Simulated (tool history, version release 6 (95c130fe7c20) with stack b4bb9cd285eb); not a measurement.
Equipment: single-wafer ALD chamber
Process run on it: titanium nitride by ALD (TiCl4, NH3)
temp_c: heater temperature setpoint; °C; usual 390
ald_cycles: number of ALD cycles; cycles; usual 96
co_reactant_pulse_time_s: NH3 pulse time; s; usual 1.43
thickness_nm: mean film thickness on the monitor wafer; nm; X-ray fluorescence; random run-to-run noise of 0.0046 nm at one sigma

run     day  temp_c  ald_cycles  co_reactant_pulse_time_s  read-back reference wafer on the same gauge, thickness_nm  thickness_nm
  1       0     390          96                      1.43                                                      1.642         1.822
  2   0.504     390          96                      1.43                                                      1.642         1.821
  3   1.383     390          96                      1.43                                                      1.642         1.815
  4   2.604     390          96                      1.43                                                      1.641         1.827
  5   3.408     390          96                      1.43                                                      1.639         1.822
  6   4.004     390          96                      1.43                                                       1.64         1.817
  7   7.379     390          96                      1.43                                                      1.638         1.812
  8   8.292     390          96                      1.43                                                      1.638         1.812
  9   9.512     390          96                      1.43                                                      1.639         1.812
 10  10.583     390          96                      1.43                                                       1.64         1.801
 11  11.662     390          96                      1.43                                                      1.637         1.805
 12  12.588     390          96                      1.43                                                      1.637         1.816
 13    13.4     390          96                      1.43                                                      1.637         1.807
 14  14.033     390          96                      1.43                                                      1.635         1.804
 15  17.225     399          96                      1.43                                                      1.636         1.822
 16  17.771     399          96                      1.43                                                      1.637          1.83
 17  19.208     390          96                      1.57                                                      1.634         1.829
     19.629  -- showerhead replaced
 18  20.571     390          96                      1.57                                                      1.637         1.821
 19  22.517     390          96                      1.57                                                      1.634         1.815
     23.233  -- gauge calibrated
 20  23.417     390          83                      1.24                                                       1.67         1.581
 21  24.025     384         112                      1.91                                                      1.668         2.178
 22  25.358     390          96                      1.04                                                      1.665         1.796
 23  25.879     390          89                      1.43                                                      1.664         1.701
 24  26.733     390          96                      1.43                                                      1.662         1.842
 25  27.867     390          96                      1.43                                                       1.66         1.843
     28.425  -- thermocouple changed; heater temperature recalibrated
 26  28.446     390          96                      1.43                                                      1.658         1.833
 27  29.621     376          96                      1.94                                                      1.655         1.842
 28  30.196     380          88                      1.43                                                      1.655         1.662
 29  31.546     385         103                      1.08                                                      1.652         1.904
 30  32.117     376          86                      1.22                                                      1.653         1.591
 31  33.375     376          82                      1.81                                                      1.652         1.564
 32  34.875     390          89                      1.43                                                      1.649         1.697
 33  35.988     384          89                      1.17                                                      1.648          1.65
 34  36.521     390          96                      1.43                                                      1.649          1.82
 35    37.4     397          96                      1.43                                                      1.646         1.833
 36  38.571     380          96                      1.43                                                      1.645         1.794
 37  39.088     385         102                      0.97                                                      1.644         1.864
 38  40.317     390          96                      1.43                                                      1.644          1.81
 39  41.588     399          96                      1.43                                                      1.643         1.831
 40  42.667     390          96                      1.43                                                      1.644         1.819
 41  43.225     384          91                      1.79                                                      1.641         1.734

Table of differences, measured result less the result of that run with no hidden state. Run-to-run variation is the same in both. Gauge scatter possibly is not:
Hidden state present: wafer temperature above the value expected at the setpoint (K); gauge reads high (%).
run  thickness_nm
  1        -0.031
  2        -0.032
  3        -0.032
  4        -0.033
  5        -0.033
  6        -0.033
  7        -0.034
  8        -0.036
  9        -0.035
 10        -0.036
 11        -0.037
 12        -0.037
 13        -0.037
 14        -0.037
 15        -0.038
 16        -0.038
 17        -0.038
 18        -0.039
 19        -0.039
 20            +0
 21        -0.003
 22        -0.005
 23        -0.007
 24        -0.009
 25        -0.011
 26        -0.012
 27        -0.015
 28        -0.015
 29        -0.018
 30        -0.017
 31        -0.018
 32        -0.021
 33        -0.022
 34        -0.025
 35        -0.026
 36        -0.027
 37        -0.028
 38        -0.029
 39         -0.03
 40        -0.031
 41         -0.03
